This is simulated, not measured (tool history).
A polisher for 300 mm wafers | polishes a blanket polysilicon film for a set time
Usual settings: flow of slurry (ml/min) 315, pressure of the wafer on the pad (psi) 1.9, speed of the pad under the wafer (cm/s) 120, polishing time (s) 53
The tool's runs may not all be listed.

run     day  flow of slurry (ml/min)  pressure of the wafer on the pad (psi)  speed of the pad under the wafer (cm/s)  polishing time (s)  incoming thickness of the incoming film, nm  film removed (angstrom)
  1   0.000                      315                                     1.9                                      120                  53                                       1493.0                     3702
      0.992  -- worn pad replaced by a new one
  2   3.442                      315                                     1.9                                      120                  53                                       1495.3                     3656
  3   5.058                      315                                     1.9                                      120                  53                                       1490.8                     3579
      7.875  -- slurry nozzle cleaned
  4   8.717                      315                                     1.9                                      120                  53                                       1465.5                     3533
     10.733  -- head pressure recalibrated
  5  11.050                      315                                     1.9                                      120                  53                                       1494.6                     3811
     14.458  -- worn pad replaced by a new one
  6  14.479                      315                                     2.4                                      120                  46                                       1507.5                     3790
  7  16.967                      315                                     2.4                                      120                  46                                       1502.9                     3699
  8  19.208                      315                                     2.4                                      120                  46                                       1472.3                     3729
  9  22.700                      315                                     1.9                                      120                  53                                       1511.6                     3597
     25.871  -- head pressure recalibrated
 10  26.467                      315                                     1.9                                      120                  53                                       1475.6                     3767
     28.312  -- worn pad replaced by a new one
 11  30.746                      315                                     1.9                                       98                  65                                       1487.7                     4006
 12  32.829                      315                                     1.9                                      120                  53                                       1504.4                     3732
     34.104  -- slurry nozzle cleaned
 13  36.600                      220                                     2.3                                       88                  42                                       1501.3                     2606
     39.879  -- worn pad replaced by a new one
 14  40.708                      240                                     2.6                                       80                  43                                       1517.0                     2636
     41.904  -- head pressure recalibrated
 15  43.817                      315                                     1.9                                      120                  53                                       1490.3                     3781
 16  45.783                      405                                     1.4                                      146                  66                                       1505.5                     4498
 17  49.421                      315                                     1.7                                      120                  71                                       1478.5                     4585
 18  51.754                      405                                     1.9                                      142                  53                                       1505.9                     4143
     54.292  -- worn pad replaced by a new one
     54.688  -- head pressure recalibrated
 19  56.188                      405                                     1.9                                      120                  53                                       1510.7                     3850
     58.167  -- slurry nozzle cleaned
 20  59.588                      315                                     1.5                                      156                  66                                       1488.8                     4682
 21  63.104                      220                                     1.2                                      136                  48                                       1498.9                     2667
     67.475  -- worn pad replaced by a new one
 22  67.583                      315                                     2.5                                      130                  65                                       1504.7                     5479

5 ways to go on from here, each from the tool as it stands after run 22. What would each give?
  A  67.600                      315                                     1.9                                      120                  53                                       1495.7                        ?
  B  67.600                      315                                     1.3                                      138                  64                                       1495.7                        ?
  C  67.600                      235                                     1.6                                       94                  60                                       1495.7                        ?
  D  67.600                      410                                     2.3                                       92                  38                                       1495.7                        ?
  E  67.600                      315                                     2.3                                       82                  63                                       1495.7                        ?

run  film removed (angstrom)
  A                     3562
  B                     3800
  C                     3073
  D                     2527
  E                     3862
Without the tool's hidden state the same runs would have given:
run  film removed (angstrom)
  A                     3805
  B                     4060
  C                     3283
  D                     2700
  E                     4127
